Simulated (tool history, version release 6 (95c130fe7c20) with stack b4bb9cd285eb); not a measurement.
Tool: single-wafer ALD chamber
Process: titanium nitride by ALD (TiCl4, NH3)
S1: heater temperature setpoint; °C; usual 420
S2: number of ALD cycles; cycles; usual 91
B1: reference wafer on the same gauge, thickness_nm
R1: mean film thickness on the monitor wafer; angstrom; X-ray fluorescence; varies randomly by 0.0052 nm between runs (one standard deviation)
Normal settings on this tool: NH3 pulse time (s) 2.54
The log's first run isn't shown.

Run 2, hour 66.6: usual settings but S1 429 °C; B1 2.155. Result: R1 20.87 angstrom.
Run 3, hour 161.1: usual settings; B1 2.153. Result: R1 20.72 angstrom.
Run 4, hour 267.1: usual settings; B1 2.15. Result: R1 20.66 angstrom.
Run 5, hour 352.3: usual settings; B1 2.149. Result: R1 20.63 angstrom.
Run 6, hour 401.8: usual settings; B1 2.147. Result: R1 20.72 angstrom.
Run 7, hour 458: usual settings; B1 2.143. Result: R1 20.57 angstrom.
Run 8, hour 555.7: usual settings; B1 2.144. Result: R1 20.65 angstrom.
Run 9, hour 605.1: usual settings; B1 2.141. Result: R1 20.65 angstrom.
Run 10, hour 850.1: usual settings; B1 2.138. Result: R1 20.53 angstrom.
Run 11, hour 931.6: usual settings but NH3 pulse time (s) 2.15; B1 2.137. Result: R1 20.39 angstrom.
Run 12, hour 998.8: usual settings but NH3 pulse time (s) 2.15; B1 2.137. Result: R1 20.31 angstrom.
Run 13, hour 1088.5: usual settings; B1 2.136. Result: R1 20.56 angstrom.
Run 14, hour 1150.1: usual settings but S1 415 °C; B1 2.137. Result: R1 20.52 angstrom.
Run 15, hour 1245.9: usual settings but S1 415 °C; B1 2.137. Result: R1 20.47 angstrom.
Run 16, hour 1305.1: usual settings but S1 415 °C, S2 97 cycles, NH3 pulse time (s) 1.99; B1 2.133. Result: R1 21.57 angstrom.
Run 17, hour 1391.6: usual settings but S1 428 °C, S2 76 cycles, NH3 pulse time (s) 2.17; B1 2.135. Result: R1 17.01 angstrom.
Run 18, hour 1472: usual settings but NH3 pulse time (s) 1.92; B1 2.135. Result: R1 20.14 angstrom.
At hour 1493: gauge calibrated.
Run 19, hour 1513.7: usual settings but S1 428 °C; B1 2.18. Result: R1 20.9 angstrom.
Run 20, hour 1616.5: usual settings; B1 2.171. Result: R1 20.85 angstrom.
Run 21, hour 1667.5: usual settings but NH3 pulse time (s) 3.16; B1 2.168. Result: R1 20.95 angstrom.
At hour 1782: thermocouple changed; heater temperature recalibrated.
At hour 1824.4: showerhead replaced.
Run 22, hour 1848.2: usual settings but S2 102 cycles, NH3 pulse time (s) 2.02; B1 2.16. Result: R1 23.05 angstrom.
Run 23, hour 1905: usual settings but S1 434 °C, S2 106 cycles, NH3 pulse time (s) 2.95; B1 2.158. Result: R1 24.36 angstrom.
Run 24, hour 2002.6: usual settings; B1 2.153. Result: R1 20.73 angstrom.

Run 25 is up next; what results do you expect?
Run 25, hour 2089.8: usual settings; B1 ?. Result: R1 ?.

B1: 2.152
R1: 20.76 angstrom
Without the tool's hidden state the same run would have given R1 21.04 angstrom.
